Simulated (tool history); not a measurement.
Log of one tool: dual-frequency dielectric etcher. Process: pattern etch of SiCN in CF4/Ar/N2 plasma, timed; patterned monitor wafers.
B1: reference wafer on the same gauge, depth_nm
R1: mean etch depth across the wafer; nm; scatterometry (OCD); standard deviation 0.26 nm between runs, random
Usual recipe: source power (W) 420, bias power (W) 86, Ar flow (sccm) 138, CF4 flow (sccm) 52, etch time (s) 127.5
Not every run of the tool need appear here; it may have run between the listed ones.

Run 1, hour 0.0: usual settings but source power (W) 490, Ar flow (sccm) 126, CF4 flow (sccm) 61, etch time (s) 160.5; B1 90.5. Result: R1 148.6 nm.
Run 2, hour 23.2: usual settings but source power (W) 380, CF4 flow (sccm) 40; B1 90.5. Result: R1 84.3 nm.
Run 3, hour 35.7: usual settings; B1 90.5. Result: R1 96.7 nm.
Run 4, hour 70.1: usual settings but source power (W) 340, Ar flow (sccm) 157; B1 90.4. Result: R1 75.9 nm.
At hour 90.4: gauge calibrated.
Run 5, hour 96.3: usual settings but bias power (W) 65; B1 90.5. Result: R1 83.3 nm.
Run 6, hour 112.3: usual settings; B1 90.5. Result: R1 96.8 nm.
Run 7, hour 137.5: usual settings but source power (W) 370, Ar flow (sccm) 168, CF4 flow (sccm) 40, etch time (s) 140.5; B1 90.3. Result: R1 87.4 nm.
At hour 182.1: wet clean of the chamber.
Run 8, hour 182.6: usual settings but bias power (W) 80, CF4 flow (sccm) 62; B1 90.5. Result: R1 95.5 nm.
Run 9, hour 182.9: usual settings but etch time (s) 160.0; B1 90.4. Result: R1 121.4 nm.
Run 10, hour 204.6: usual settings but source power (W) 360, bias power (W) 93, Ar flow (sccm) 117, CF4 flow (sccm) 64; B1 90.2. Result: R1 90.6 nm.
At hour 210.7: Ar flow controller replaced.
Run 11, hour 224.1: usual settings but Ar flow (sccm) 155, CF4 flow (sccm) 41; B1 90.4. Result: R1 91.7 nm.
Run 12, hour 257.0: usual settings but bias power (W) 101, Ar flow (sccm) 111, CF4 flow (sccm) 42, etch time (s) 149.0; B1 90.5. Result: R1 123.5 nm.
Run 13, hour 272.1: usual settings but source power (W) 460; B1 90.5. Result: R1 106.6 nm.
Run 14, hour 284.4: usual settings but source power (W) 500, bias power (W) 99, Ar flow (sccm) 117, CF4 flow (sccm) 45; B1 90.4. Result: R1 124.7 nm.
Run 15, hour 316.1: usual settings but source power (W) 380; B1 90.3. Result: R1 87.1 nm.
Run 16, hour 344.7: usual settings but source power (W) 320, Ar flow (sccm) 152, CF4 flow (sccm) 56, etch time (s) 137.5; B1 90.4. Result: R1 77.4 nm.
Run 17, hour 361.8: usual settings but source power (W) 390, Ar flow (sccm) 157; B1 90.5. Result: R1 87.2 nm.
Run 18, hour 382.0: usual settings; B1 90.3. Result: R1 96.3 nm.
Run 19, hour 399.5: usual settings but source power (W) 380, CF4 flow (sccm) 40; B1 90.4. Result: R1 83.8 nm.
Run 20, hour 425.0: usual settings but source power (W) 360, bias power (W) 100, Ar flow (sccm) 157, etch time (s) 160.5; B1 90.4. Result: R1 109.9 nm.
Run 21, hour 446.2: usual settings but Ar flow (sccm) 121, CF4 flow (sccm) 56, etch time (s) 95.0; B1 90.4. Result: R1 73.9 nm.

Predict each of these 4 candidate next runs independently; none follows another, all start after run 21:
Run A, hour 446.7: usual settings but Ar flow (sccm) 123; B1 ?. Result: R1 ?.
Run B, hour 446.7: usual settings but CF4 flow (sccm) 46, etch time (s) 154.5; B1 ?. Result: R1 ?.
Run C, hour 446.7: usual settings but bias power (W) 95, etch time (s) 147.0; B1 ?. Result: R1 ?.
Run D, hour 446.7: usual settings but etch time (s) 164.0; B1 ?. Result: R1 ?.

run    B1     R1
  A  90.4   97.6
  B  90.4  114.1
  C  90.4  116.6
  D  90.4  123.3
Take away the tool's hidden state, keep each run's random variation, and the runs would have read:
run     R1
  A   98.6
  B  115.3
  C  117.8
  D  124.6
